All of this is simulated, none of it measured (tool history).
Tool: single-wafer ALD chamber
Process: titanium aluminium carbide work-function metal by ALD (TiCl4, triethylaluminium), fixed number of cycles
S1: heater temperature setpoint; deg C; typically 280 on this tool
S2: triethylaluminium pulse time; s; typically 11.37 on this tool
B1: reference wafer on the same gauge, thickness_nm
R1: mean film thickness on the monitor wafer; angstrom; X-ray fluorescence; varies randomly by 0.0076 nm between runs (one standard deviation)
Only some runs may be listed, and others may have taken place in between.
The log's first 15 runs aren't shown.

run   hour   S1     S2     B1     R1
 16  470.4  280   6.91  2.232  16.86
 17  504.6  280  11.37  2.233  18.73
     589.2  -- triethylaluminium bottle replaced
 18  603.9  285   7.47  2.230  18.14
 19  615.9  284  11.37  2.229  19.41
 20  635.2  268  11.37  2.229  17.90
 21  659.2  280  11.37  2.226  19.03
     680.7  -- gauge calibrated
 22  684.0  289  11.37  2.231  19.71
 23  715.9  268   8.81  2.231  17.31
 24  748.9  286   9.42  2.228  18.87

Run 25 is up next; what results do you expect?
 25  784.4  280  14.53   ?   ?

B1: 2.228
R1: 19.20 angstrom
Were there no unlogged condition in the tool, this run, its random variation unchanged, would have produced R1 19.29 angstrom.

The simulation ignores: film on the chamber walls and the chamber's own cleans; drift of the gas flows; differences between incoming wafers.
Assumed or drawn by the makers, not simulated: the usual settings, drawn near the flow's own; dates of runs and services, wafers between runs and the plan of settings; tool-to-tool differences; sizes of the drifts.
